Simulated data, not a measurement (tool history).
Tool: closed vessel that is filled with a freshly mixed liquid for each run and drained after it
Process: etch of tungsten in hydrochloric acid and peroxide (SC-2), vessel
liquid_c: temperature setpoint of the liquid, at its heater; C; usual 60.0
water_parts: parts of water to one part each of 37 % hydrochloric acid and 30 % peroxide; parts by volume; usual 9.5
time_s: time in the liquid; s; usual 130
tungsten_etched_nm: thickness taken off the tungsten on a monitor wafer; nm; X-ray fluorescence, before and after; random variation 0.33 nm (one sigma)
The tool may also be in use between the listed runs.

run   hour  liquid_c  water_parts  time_s  read-back film thickness of the tungsten reference wafer, read on the same gauge (nm)  tungsten_etched_nm
  1    0.0      60.0          9.5     130                                                                                  90.16               54.18
  2   28.2      60.0          9.5     130                                                                                  90.18               54.58
  3   47.4      60.0          9.5     130                                                                                  90.20               53.82
  4   73.2      60.0          7.5     155                                                                                  90.22               78.71
  5   95.8      60.0          7.5     155                                                                                  90.24               77.64
  6  189.9      60.0          7.5     155                                                                                  90.44               78.13
  7  213.2      60.0          8.0     130                                                                                  90.41               61.76
     216.7  -- new drum of peroxide connected
  8  234.1      52.5         12.5      95                                                                                  90.54               19.64
  9  257.0      60.0          9.5     130                                                                                  90.63               54.91
 10  306.5      56.0         13.0     200                                                                                  90.78               50.37
 11  320.0      52.5          8.0      75                                                                                  90.79               22.37
 12  347.1      60.0          9.5     130                                                                                  90.91               54.23
 13  374.5      60.0          9.5     130                                                                                  91.00               54.86
 14  387.9      56.0          9.5     105                                                                                  91.07               34.06
     391.2  -- thermometer replaced
 15  412.6      60.0          6.0     130                                                                                  91.18               79.54
 16  434.9      51.5          9.5      95                                                                                  91.28               23.56
 17  458.9      60.0          9.5     130                                                                                  91.41               54.83
 18  501.3      53.0          7.5     205                                                                                  91.65               67.44
 19  521.2      60.0          5.5     175                                                                                  91.74              113.43
 20  546.0      60.0          4.5     130                                                                                  91.89               98.15
 21  563.5      65.5          9.5     185                                                                                  91.95              110.14
     568.6  -- gauge calibrated
 22  576.0      63.0          6.5     205                                                                                  90.18              139.32
 23  597.7      51.5          9.5     130                                                                                  90.18               31.24
 24  630.3      60.0         12.0     150                                                                                  90.20               51.31
 25  646.2      68.0          9.5     165                                                                                  90.23              111.90
 26  673.8      60.0          9.5     210                                                                                  90.27               87.76
 27  685.9      60.0          9.5     130                                                                                  90.24               54.92
 28  700.9      60.0          9.5     130                                                                                  90.30               54.77
 29  724.8      69.0          9.5     130                                                                                  90.28               94.10

What the log doesn't show, run by run:
liquid colder than its thermometer reads (K): 0 in every run
chemicals flow above the setpoint (%): 0 in every run
peroxide weaker than its label (%): 0 in every run
H1: gauge reads high (%)
run     H1
  1  0.188
  2  0.202
  3  0.216
  4  0.243
  5  0.272
  6  0.458
  7  0.519
  8   0.58
  9  0.653
 10   0.83
 11  0.883
 12  0.996
 13   1.12
 14   1.18
 15    1.3
 16   1.42
 17   1.55
 18    1.8
 19   1.93
 20   2.09
 21    2.2
 22  0.205
 23   0.21
 24  0.227
 25  0.239
 26  0.269
 27  0.284
 28  0.306
 29  0.346
